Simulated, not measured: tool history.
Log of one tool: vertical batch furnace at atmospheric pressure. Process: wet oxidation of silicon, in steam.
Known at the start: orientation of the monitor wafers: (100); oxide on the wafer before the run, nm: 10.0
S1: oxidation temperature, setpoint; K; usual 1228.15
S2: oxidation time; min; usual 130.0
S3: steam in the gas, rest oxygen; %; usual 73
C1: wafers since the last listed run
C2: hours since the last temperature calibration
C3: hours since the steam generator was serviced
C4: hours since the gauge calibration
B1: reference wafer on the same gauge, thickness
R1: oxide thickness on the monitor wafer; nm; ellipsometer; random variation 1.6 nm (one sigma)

Run 1, hour 0.0: usual settings; C1 0; C2 3119.1; C3 1950.2; C4 3316.1; B1 406.95. Result: R1 420.47 nm.
Run 2, hour 102.4: usual settings; C1 697; C2 3221.5; C3 2052.6; C4 3418.5; B1 407.09. Result: R1 421.79 nm.
Run 3, hour 187.1: usual settings; C1 576; C2 3306.2; C3 2137.3; C4 3503.2; B1 406.95. Result: R1 421.06 nm.
Run 4, hour 286.9: usual settings; C1 679; C2 3406.0; C3 2237.1; C4 3603.0; B1 407.22. Result: R1 421.69 nm.
Run 5, hour 336.4: usual settings; C1 337; C2 3455.5; C3 2286.6; C4 3652.5; B1 406.78. Result: R1 421.12 nm.
Run 6, hour 441.7: usual settings; C1 717; C2 3560.8; C3 2391.9; C4 3757.8; B1 406.57. Result: R1 421.12 nm.
Run 7, hour 513.3: usual settings; C1 487; C2 3632.4; C3 2463.5; C4 3829.4; B1 407.11. Result: R1 419.54 nm.
Run 8, hour 612.2: usual settings but S2 158.0 min; C1 673; C2 3731.3; C3 2562.4; C4 3928.3; B1 406.33. Result: R1 484.49 nm.
At hour 671.1: steam generator serviced.
Run 9, hour 685.9: usual settings; C1 338; C2 3805.0; C3 14.8; C4 4002.0; B1 407.60. Result: R1 423.51 nm.
Run 10, hour 751.4: usual settings; C1 446; C2 3870.5; C3 80.3; C4 4067.5; B1 406.97. Result: R1 422.00 nm.
Run 11, hour 805.4: usual settings; C1 367; C2 3924.5; C3 134.3; C4 4121.5; B1 406.62. Result: R1 421.12 nm.
Run 12, hour 861.5: usual settings but S1 1237.15 K; C1 382; C2 3980.6; C3 190.4; C4 4177.6; B1 406.87. Result: R1 452.58 nm.
Run 13, hour 923.0: usual settings; C1 418; C2 4042.1; C3 251.9; C4 4239.1; B1 407.37. Result: R1 421.48 nm.
Run 14, hour 998.7: usual settings; C1 515; C2 4117.8; C3 327.6; C4 4314.8; B1 406.40. Result: R1 419.91 nm.
Run 15, hour 1044.3: usual settings; C1 310; C2 4163.4; C3 373.2; C4 4360.4; B1 406.73. Result: R1 418.51 nm.
At hour 1092.3: gauge calibrated.
Run 16, hour 1130.1: usual settings but S1 1241.15 K, S2 153.0 min, S3 68 %; C1 584; C2 4249.2; C3 459.0; C4 37.8; B1 406.92. Result: R1 495.42 nm.
At hour 1311.3: thermocouples replaced and temperature profile calibrated.
Run 17, hour 1311.8: usual settings; C1 1073; C2 0.5; C3 640.7; C4 219.5; B1 406.42. Result: R1 422.03 nm.
Run 18, hour 1395.5: usual settings but S1 1239.15 K, S2 78.5 min; C1 570; C2 84.2; C3 724.4; C4 303.2; B1 407.22. Result: R1 318.30 nm.
Run 19, hour 1469.2: usual settings but S1 1214.15 K, S2 85.0 min, S3 68 %; C1 501; C2 157.9; C3 798.1; C4 376.9; B1 406.52. Result: R1 252.71 nm.
Run 20, hour 1536.8: usual settings; C1 460; C2 225.5; C3 865.7; C4 444.5; B1 406.46. Result: R1 420.74 nm.
Run 21, hour 1604.8: usual settings but S3 77 %; C1 463; C2 293.5; C3 933.7; C4 512.5; B1 407.41. Result: R1 440.73 nm.
Run 22, hour 1664.7: usual settings but S2 179.0 min, S3 80 %; C1 407; C2 353.4; C3 993.6; C4 572.4; B1 407.19. Result: R1 562.46 nm.
Run 23, hour 1759.9: usual settings but S2 146.5 min, S3 63 %; C1 648; C2 448.6; C3 1088.8; C4 667.6; B1 406.80. Result: R1 413.67 nm.
Run 24, hour 1810.6: usual settings; C1 345; C2 499.3; C3 1139.5; C4 718.3; B1 406.50. Result: R1 417.14 nm.
Run 25, hour 1855.1: usual settings but S3 68 %; C1 303; C2 543.8; C3 1184.0; C4 762.8; B1 406.86. Result: R1 399.69 nm.
Run 26, hour 1919.8: usual settings but S2 152.0 min, S3 85 %; C1 440; C2 608.5; C3 1248.7; C4 827.5; B1 406.86. Result: R1 523.39 nm.
Run 27, hour 1994.7: usual settings but S1 1207.15 K; C1 510; C2 683.4; C3 1323.6; C4 902.4; B1 406.92. Result: R1 349.99 nm.
Run 28, hour 2068.5: usual settings but S3 62 %; C1 502; C2 757.2; C3 1397.4; C4 976.2; B1 406.87. Result: R1 373.35 nm.
Run 29, hour 2124.0: usual settings; C1 377; C2 812.7; C3 1452.9; C4 1031.7; B1 407.17. Result: R1 421.66 nm.
Run 30, hour 2181.1: usual settings; C1 388; C2 869.8; C3 1510.0; C4 1088.8; B1 407.23. Result: R1 421.22 nm.
Run 31, hour 2268.0: usual settings but S2 173.5 min; C1 591; C2 956.7; C3 1596.9; C4 1175.7; B1 407.58. Result: R1 515.36 nm.
Run 32, hour 2356.4: usual settings but S1 1218.15 K; C1 602; C2 1045.1; C3 1685.3; C4 1264.1; B1 406.81. Result: R1 384.60 nm.
Run 33, hour 2458.5: usual settings but S1 1236.15 K, S2 111.5 min; C1 695; C2 1147.2; C3 1787.4; C4 1366.2; B1 407.04. Result: R1 404.42 nm.
Run 34, hour 2533.6: usual settings but S1 1210.15 K, S2 90.0 min; C1 511; C2 1222.3; C3 1862.5; C4 1441.3; B1 407.33. Result: R1 271.37 nm.
Run 35, hour 2592.4: usual settings but S1 1217.15 K, S2 160.5 min, S3 81 %; C1 400; C2 1281.1; C3 1921.3; C4 1500.1; B1 406.52. Result: R1 479.11 nm.
Run 36, hour 2650.0: usual settings but S3 85 %; C1 392; C2 1338.7; C3 1978.9; C4 1557.7; B1 407.02. Result: R1 469.41 nm.
Run 37, hour 2721.0: usual settings but S1 1235.15 K, S2 193.0 min; C1 483; C2 1409.7; C3 2049.9; C4 1628.7; B1 406.81. Result: R1 583.72 nm.
Run 38, hour 3019.6: usual settings but S1 1235.15 K, S2 75.0 min, S3 83 %; C1 2033; C2 1708.3; C3 2348.5; C4 1927.3; B1 406.82. Result: R1 328.29 nm.
Run 39, hour 3094.2: usual settings but S2 69.5 min, S3 76 %; C1 508; C2 1782.9; C3 2423.1; C4 2001.9; B1 406.96. Result: R1 273.15 nm.

Forecast each of these 3 alternatives for the next run:
Run A, hour 3100.1: usual settings; C1 40; C2 1788.8; C3 2429.0; C4 2007.8; B1 ?. Result: R1 ?.
Run B, hour 3100.1: usual settings but S1 1219.15 K, S3 67 %; C1 40; C2 1788.8; C3 2429.0; C4 2007.8; B1 ?. Result: R1 ?.
Run C, hour 3100.1: usual settings but S1 1215.15 K, S2 174.0 min, S3 80 %; C1 40; C2 1788.8; C3 2429.0; C4 2007.8; B1 ?. Result: R1 ?.

run      B1      R1
  A  406.63  419.56
  B  406.63  364.69
  C  406.63  496.64
Without the tool's hidden state the same runs would have given:
run      R1
  A  419.56
  B  364.69
  C  496.64
